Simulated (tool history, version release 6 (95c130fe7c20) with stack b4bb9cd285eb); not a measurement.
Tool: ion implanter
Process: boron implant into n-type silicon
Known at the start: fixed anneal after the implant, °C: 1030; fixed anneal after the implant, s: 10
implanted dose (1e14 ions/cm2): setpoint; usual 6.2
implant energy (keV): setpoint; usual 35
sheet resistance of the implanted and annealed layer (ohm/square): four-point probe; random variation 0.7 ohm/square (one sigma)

run,day,implanted dose (1e14 ions/cm2),implant energy (keV),"read-back reference wafer on the same gauge, sheet resistance",sheet resistance of the implanted and annealed layer (ohm/square)
1,0,5.12,35,177.74,202.48
2,1.225,6.2,35,177.8,173.02
3,1.842,6.61,27.5,178.19,168.72
4,3.179,6.2,35,178.05,174.34
5,4.046,6.2,35,178.21,173.08
6,4.571,6.2,35,177.95,173.54
7,5.642,6.2,35,178.04,173.87
8,7.129,6.2,35,177.74,175.96
9,8.479,6.2,35,178.09,174.47
10,9.862,6.2,35,178.01,174.69
# day 10.188: gauge calibrated
11,10.733,6.2,35,178.06,175.04
12,11.6,5.53,24,177.82,200
13,12.367,6.83,47,178.11,156.26
# day 12.921: extraction supply calibrated
14,13.754,7.99,47,178.02,139.67

Run 15 comes next. What will it give?
15,14.583,7.58,26.5,?,?

read-back reference wafer on the same gauge, sheet resistance: 178.01
sheet resistance of the implanted and annealed layer (ohm/square): 151.45
Without the tool's hidden state the same run would have given sheet resistance of the implanted and annealed layer (ohm/square) 145.65.
